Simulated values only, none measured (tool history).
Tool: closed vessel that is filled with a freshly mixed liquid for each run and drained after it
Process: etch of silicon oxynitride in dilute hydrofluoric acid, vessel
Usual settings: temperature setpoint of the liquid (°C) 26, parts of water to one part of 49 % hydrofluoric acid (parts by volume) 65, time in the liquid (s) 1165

run    hour  temperature setpoint of the liquid (°C)  parts of water to one part of 49 % hydrofluoric acid (parts by volume)  time in the liquid (s)  wafers since the last listed run  hours since the thermometer was replaced  hours since the hydrofluoric acid flow meter was replaced  hours since the gauge calibration  read-back film thickness of the silicon oxynitride reference wafer, read on the same gauge (nm)  thickness taken off the silicon oxynitride on a monitor wafer (angstrom)
  1       0                                       26                                                                      65                     965                                 0                                     975.4                                                      941.4                              969.9                                                                                            89.99                                                                     448.2
  2    34.4                                       26                                                                      65                     965                              1413                                    1009.8                                                      975.8                             1004.3                                                                                               90                                                                     444.2
  3   100.3                                       26                                                                      65                     965                              2706                                    1075.7                                                     1041.7                             1070.2                                                                                               90                                                                     443.6
  4   131.1                                       26                                                                      65                     645                              1265                                    1106.5                                                     1072.5                               1101                                                                                            89.99                                                                     296.8
  5   163.5                                       26                                                                      65                    1165                              1330                                    1138.9                                                     1104.9                             1133.4                                                                                            89.96                                                                     535.7
  6   205.7                                       23                                                                      65                    1165                              1733                                    1181.1                                                     1147.1                             1175.6                                                                                               90                                                                     461.8
  7   241.4                                       26                                                                      40                    1165                              1466                                    1216.8                                                     1182.8                             1211.3                                                                                            90.01                                                                     892.9
  8     276                                       26                                                                      40                    1165                              1421                                    1251.4                                                     1217.4                             1245.9                                                                                            90.01                                                                     893.1
  9   336.9                                       26                                                                      65                    1165                              2501                                    1312.3                                                     1278.3                             1306.8                                                                                            89.99                                                                     535.8
 10     392                                       26                                                                      65                    1165                              2263                                    1367.4                                                     1333.4                             1361.9                                                                                            90.03                                                                     534.6
 11   433.4                                       26                                                                      65                     895                              1700                                    1408.8                                                     1374.8                             1403.3                                                                                               90                                                                     409.6
 12   465.2                                       26                                                                      65                     895                              1306                                    1440.6                                                     1406.6                             1435.1                                                                                            90.01                                                                     412.4
      488.9  -- gauge calibrated
 13   502.3                                       26                                                                      65                     895                              1523                                    1477.7                                                     1443.7                               13.4                                                                                               90                                                                     408.7
 14   540.3                                       26                                                                      65                    1165                              1560                                    1515.7                                                     1481.7                               51.4                                                                                            90.01                                                                     532.7
 15   583.6                                       26                                                                      65                    1165                              1778                                      1559                                                       1525                               94.7                                                                                            90.04                                                                     531.4
 16   608.3                                       28                                                                      85                    1165                              1014                                    1583.7                                                     1549.7                              119.4                                                                                            90.01                                                                     437.2
 17   665.9                                       22                                                                      55                    1165                              2365                                    1641.3                                                     1607.3                                177                                                                                            89.99                                                                     522.8
 18   719.2                                       26                                                                      65                    1165                              2189                                    1694.6                                                     1660.6                              230.3                                                                                            90.03                                                                     527.1
 19   763.2                                       26                                                                      65                    1655                              1807                                    1738.6                                                     1704.6                              274.3                                                                                               90                                                                     758.2
 20   835.1                                       22                                                                      45                    1525                              2953                                    1810.5                                                     1776.5                              346.2                                                                                            90.01                                                                     842.5
 21   859.6                                     27.5                                                                      65                    1165                              1006                                      1835                                                       1801                              370.7                                                                                            89.99                                                                     573.1
      908.2  -- thermometer replaced
 22   910.4                                       26                                                                      80                    1800                              2045                                       2.2                                                     1851.8                              421.5                                                                                            89.99                                                                     646.6
 23   959.7                                       26                                                                      65                    1165                              2025                                      51.5                                                     1901.1                              470.8                                                                                            90.01                                                                     520.5
 24  1026.1                                       29                                                                      50                     900                              2727                                     117.9                                                     1967.5                              537.2                                                                                            90.02                                                                     610.2
 25  1053.1                                       26                                                                      65                    1165                              1109                                     144.9                                                     1994.5                              564.2                                                                                            90.01                                                                     517.7
     1080.3  -- hydrofluoric acid flow meter replaced
     1090.6  -- thermometer replaced, repeated, since the last time left the tool worse
 26  1124.9                                       29                                                                      45                     585                              2867                                      34.3                                                       44.6                                636                                                                                               90                                                                     466.4
 27    1168                                       26                                                                      45                     750                              1770                                      77.4                                                       87.7                              679.1                                                                                            89.99                                                                     520.2
 28  1223.7                                       26                                                                      80                    1165                              2287                                     133.1                                                      143.4                              734.8                                                                                            89.99                                                                     440.2
 29  1262.5                                       22                                                                      40                     975                              1593                                     171.9                                                      182.2                              773.6                                                                                               90                                                                     626.7

Run 30 comes next. What will it give?
 30  1328.4                                       26                                                                      90                    1555                              2706                                     237.8                                                      248.1                              839.5                                                                                                ?                                                                         ?

read-back film thickness of the silicon oxynitride reference wafer, read on the same gauge (nm): 90
thickness taken off the silicon oxynitride on a monitor wafer (angstrom): 514.3
Without the tool's hidden state the same run would have given thickness taken off the silicon oxynitride on a monitor wafer (angstrom) 517.7.
